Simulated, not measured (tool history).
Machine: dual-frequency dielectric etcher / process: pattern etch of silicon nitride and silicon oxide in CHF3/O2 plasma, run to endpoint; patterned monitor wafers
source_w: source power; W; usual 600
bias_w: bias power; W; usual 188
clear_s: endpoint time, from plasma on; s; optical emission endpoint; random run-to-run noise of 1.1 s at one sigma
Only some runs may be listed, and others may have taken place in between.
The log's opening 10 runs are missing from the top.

run,day,source_w,bias_w,wafers since the last listed run,hours since the last wet clean,hours since the last source power generator calibration,hours since the last bias power generator calibration,hours since the last upper electrode change,"incoming incoming film thickness, nm",clear_s
# day 35.588: upper electrode replaced
11,35.608,600,210,254,227.5,4705.5,1100.9,0.5,290.4,197.9
12,39.667,600,210,497,324.9,4802.9,1198.3,97.9,289.5,196.2
# day 40.642: source power generator calibrated
13,51.612,600,188,1444,611.6,263.3,1485.0,384.6,290.0,201.2
# day 53.571: wet clean of the chamber
# day 53.625: bias power generator calibrated
14,53.646,600,188,120,1.8,312.1,0.5,433.4,287.5,198.8
15,56.638,600,188,366,73.6,383.9,72.3,505.2,292.1,202.3
16,60.683,520,158,495,170.7,481.0,169.4,602.3,292.6,238.4
17,64.050,600,188,412,251.5,561.8,250.2,683.1,289.0,200.0
18,65.675,490,230,199,290.5,600.8,289.2,722.1,290.8,211.0
19,69.962,700,160,525,393.4,703.7,392.1,825.0,292.2,198.9
20,74.071,700,174,503,492.0,802.3,490.7,923.6,292.0,192.4
# day 77.708: wet clean of the chamber
21,77.729,540,151,325,0.5,890.1,578.5,1011.4,290.2,234.1
22,81.254,600,188,432,85.1,974.7,663.1,1096.0,289.5,202.2
23,83.521,450,218,277,139.5,1029.1,717.5,1150.4,290.0,230.5
24,87.721,520,217,514,240.3,1129.9,818.3,1251.2,290.6,208.3
25,90.692,490,168,364,311.6,1201.2,889.6,1322.5,292.3,244.4
26,92.383,700,205,207,352.2,1241.8,930.2,1363.1,290.4,178.4
27,94.250,690,172,228,397.0,1286.6,975.0,1407.9,289.8,191.2
28,97.221,640,188,364,468.3,1357.9,1046.3,1479.2,289.5,196.6
29,99.738,600,188,308,528.7,1418.3,1106.7,1539.6,288.3,201.5
30,103.221,470,203,427,612.3,1501.9,1190.3,1623.2,288.5,228.3
# day 104.771: wet clean of the chamber
31,114.658,490,146,1279,237.3,1776.4,1464.8,1897.7,292.0,258.2
32,116.800,600,188,262,288.7,1827.8,1516.2,1949.1,292.6,204.5
# day 119.104: bias power generator calibrated
33,119.308,600,188,287,348.9,1888.0,4.9,2009.3,292.4,204.8
34,121.392,600,188,255,398.9,1938.0,54.9,2059.3,290.3,201.2

5 options for the next run, each taken on its own from the tool as it stands now. Forecast them:
A,121.412,600,188,2,399.4,1938.5,55.4,2059.8,290.9,?
B,121.412,740,210,2,399.4,1938.5,55.4,2059.8,290.9,?
C,121.412,680,212,2,399.4,1938.5,55.4,2059.8,290.9,?
D,121.412,530,166,2,399.4,1938.5,55.4,2059.8,290.9,?
E,121.412,550,213,2,399.4,1938.5,55.4,2059.8,290.9,?

run,clear_s
A,204.0
B,173.2
C,180.7
D,232.1
E,204.5
The same runs, with their run-to-run variation unchanged, on a tool lacking any hidden condition would have given:
run,clear_s
A,203.4
B,172.6
C,180.1
D,231.3
E,203.8

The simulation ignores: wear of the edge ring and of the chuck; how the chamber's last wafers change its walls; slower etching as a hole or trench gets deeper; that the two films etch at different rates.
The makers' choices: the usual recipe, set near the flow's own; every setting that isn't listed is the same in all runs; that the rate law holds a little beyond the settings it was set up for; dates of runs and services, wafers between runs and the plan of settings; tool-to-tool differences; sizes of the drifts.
